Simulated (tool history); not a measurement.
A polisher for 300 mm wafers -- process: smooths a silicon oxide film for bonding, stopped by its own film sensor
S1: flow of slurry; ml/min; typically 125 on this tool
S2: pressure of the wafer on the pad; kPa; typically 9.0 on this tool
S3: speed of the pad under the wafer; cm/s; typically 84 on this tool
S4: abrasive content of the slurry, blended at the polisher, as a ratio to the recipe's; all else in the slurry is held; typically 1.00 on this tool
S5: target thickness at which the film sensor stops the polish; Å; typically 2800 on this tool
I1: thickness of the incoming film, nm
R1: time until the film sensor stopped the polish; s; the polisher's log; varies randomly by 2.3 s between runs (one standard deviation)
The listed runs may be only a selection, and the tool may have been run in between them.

{"run": 1, "hour": 0.0, "S1": 125, "S2": 9.0, "S3": 84, "S4": 1.0, "S5": 2800, "I1": 318.3, "R1": 118.6}
{"run": 2, "hour": 35.6, "S1": 125, "S2": 9.0, "S3": 84, "S4": 1.0, "S5": 2800, "I1": 322.0, "R1": 128.7}
{"run": 3, "hour": 51.6, "S1": 125, "S2": 9.0, "S3": 68, "S4": 1.0, "S5": 2800, "I1": 318.5, "R1": 136.4}
{"hour": 85.5, "done": "slurry nozzle cleaned"}
{"hour": 86.8, "done": "slurry blender recalibrated"}
{"run": 4, "hour": 87.3, "S1": 125, "S2": 9.0, "S3": 68, "S4": 1.0, "S5": 2800, "I1": 326.5, "R1": 187.2}
{"hour": 161.2, "done": "worn pad replaced by a new one"}
{"run": 5, "hour": 170.2, "S1": 125, "S2": 9.0, "S3": 84, "S4": 0.9, "S5": 2800, "I1": 319.1, "R1": 143.4}
{"run": 6, "hour": 189.9, "S1": 125, "S2": 9.0, "S3": 84, "S4": 0.9, "S5": 2800, "I1": 319.0, "R1": 142.7}
{"run": 7, "hour": 215.3, "S1": 125, "S2": 9.0, "S3": 84, "S4": 1.0, "S5": 2800, "I1": 319.7, "R1": 138.4}
{"run": 8, "hour": 229.1, "S1": 125, "S2": 9.0, "S3": 84, "S4": 1.0, "S5": 2800, "I1": 320.1, "R1": 141.5}
{"run": 9, "hour": 243.9, "S1": 125, "S2": 9.0, "S3": 84, "S4": 1.0, "S5": 2800, "I1": 318.8, "R1": 140.9}
{"run": 10, "hour": 256.1, "S1": 125, "S2": 9.0, "S3": 84, "S4": 1.0, "S5": 2800, "I1": 325.5, "R1": 155.1}
{"hour": 265.4, "done": "slurry blender recalibrated, repeated, since the last time left the tool worse"}
{"run": 11, "hour": 289.2, "S1": 110, "S2": 9.0, "S3": 54, "S4": 0.75, "S5": 2760, "I1": 322.3, "R1": 205.2}
{"run": 12, "hour": 322.2, "S1": 125, "S2": 9.0, "S3": 56, "S4": 1.0, "S5": 2800, "I1": 318.7, "R1": 145.5}
{"hour": 412.6, "done": "head pressure recalibrated"}
{"run": 13, "hour": 421.5, "S1": 125, "S2": 9.0, "S3": 84, "S4": 1.25, "S5": 2870, "I1": 325.1, "R1": 106.0}
{"hour": 437.6, "done": "worn pad replaced by a new one"}
{"run": 14, "hour": 447.6, "S1": 125, "S2": 9.0, "S3": 84, "S4": 1.0, "S5": 2800, "I1": 321.9, "R1": 124.9}
{"run": 15, "hour": 482.4, "S1": 125, "S2": 9.0, "S3": 84, "S4": 1.0, "S5": 2800, "I1": 316.2, "R1": 107.8}
{"run": 16, "hour": 503.6, "S1": 100, "S2": 6.9, "S3": 84, "S4": 1.0, "S5": 2800, "I1": 322.6, "R1": 177.0}
{"run": 17, "hour": 536.4, "S1": 125, "S2": 11.7, "S3": 110, "S4": 1.0, "S5": 2800, "I1": 319.3, "R1": 73.2}
{"run": 18, "hour": 549.4, "S1": 140, "S2": 9.0, "S3": 84, "S4": 1.3, "S5": 2910, "I1": 321.9, "R1": 85.4}
{"run": 19, "hour": 562.7, "S1": 140, "S2": 11.0, "S3": 84, "S4": 1.0, "S5": 2800, "I1": 325.8, "R1": 112.0}
{"run": 20, "hour": 574.9, "S1": 95, "S2": 9.0, "S3": 112, "S4": 1.0, "S5": 2860, "I1": 319.4, "R1": 89.4}
{"run": 21, "hour": 599.0, "S1": 85, "S2": 9.0, "S3": 94, "S4": 0.9, "S5": 2800, "I1": 318.8, "R1": 120.2}
{"hour": 608.0, "done": "slurry blender recalibrated"}
{"run": 22, "hour": 629.4, "S1": 125, "S2": 7.6, "S3": 72, "S4": 1.0, "S5": 2800, "I1": 320.4, "R1": 154.6}
{"run": 23, "hour": 652.4, "S1": 165, "S2": 9.0, "S3": 84, "S4": 1.0, "S5": 2800, "I1": 319.6, "R1": 111.1}
{"hour": 657.8, "done": "slurry nozzle cleaned"}
{"run": 24, "hour": 677.1, "S1": 95, "S2": 11.7, "S3": 62, "S4": 1.15, "S5": 2800, "I1": 319.6, "R1": 116.5}
{"hour": 702.0, "done": "worn pad replaced by a new one"}
{"run": 25, "hour": 709.2, "S1": 125, "S2": 9.0, "S3": 84, "S4": 1.0, "S5": 2800, "I1": 315.1, "R1": 102.3}
{"run": 26, "hour": 740.1, "S1": 125, "S2": 9.0, "S3": 112, "S4": 0.85, "S5": 2890, "I1": 318.1, "R1": 69.5}
{"run": 27, "hour": 770.9, "S1": 125, "S2": 12.4, "S3": 84, "S4": 1.2, "S5": 2760, "I1": 321.4, "R1": 90.5}
{"run": 28, "hour": 799.3, "S1": 125, "S2": 9.0, "S3": 84, "S4": 1.0, "S5": 2800, "I1": 316.5, "R1": 107.1}
{"run": 29, "hour": 833.3, "S1": 140, "S2": 9.0, "S3": 84, "S4": 1.3, "S5": 2910, "I1": 319.3, "R1": 74.6}

Below are 5 alternative next runs, each starting from the tool's condition after run 29. Predict each:
{"run": "A", "hour": 833.7, "S1": 125, "S2": 9.0, "S3": 84, "S4": 1.0, "S5": 2800, "I1": 319.7, "R1": "?"}
{"run": "B", "hour": 833.7, "S1": 125, "S2": 9.0, "S3": 84, "S4": 1.0, "S5": 2920, "I1": 319.7, "R1": "?"}
{"run": "C", "hour": 833.7, "S1": 150, "S2": 11.7, "S3": 62, "S4": 0.75, "S5": 2800, "I1": 319.7, "R1": "?"}
{"run": "D", "hour": 833.7, "S1": 125, "S2": 10.3, "S3": 84, "S4": 1.0, "S5": 2900, "I1": 319.7, "R1": "?"}
{"run": "E", "hour": 833.7, "S1": 125, "S2": 6.9, "S3": 84, "S4": 1.0, "S5": 2800, "I1": 319.7, "R1": "?"}

run=A R1=119.9
run=B R1=83.7
run=C R1=121.2
run=D R1=77.8
run=E R1=155.8
Take away the tool's hidden state, keep each run's random variation, and the runs would have read:
run=A R1=117.4
run=B R1=81.9
run=C R1=118.3
run=D R1=76.1
run=E R1=152.5
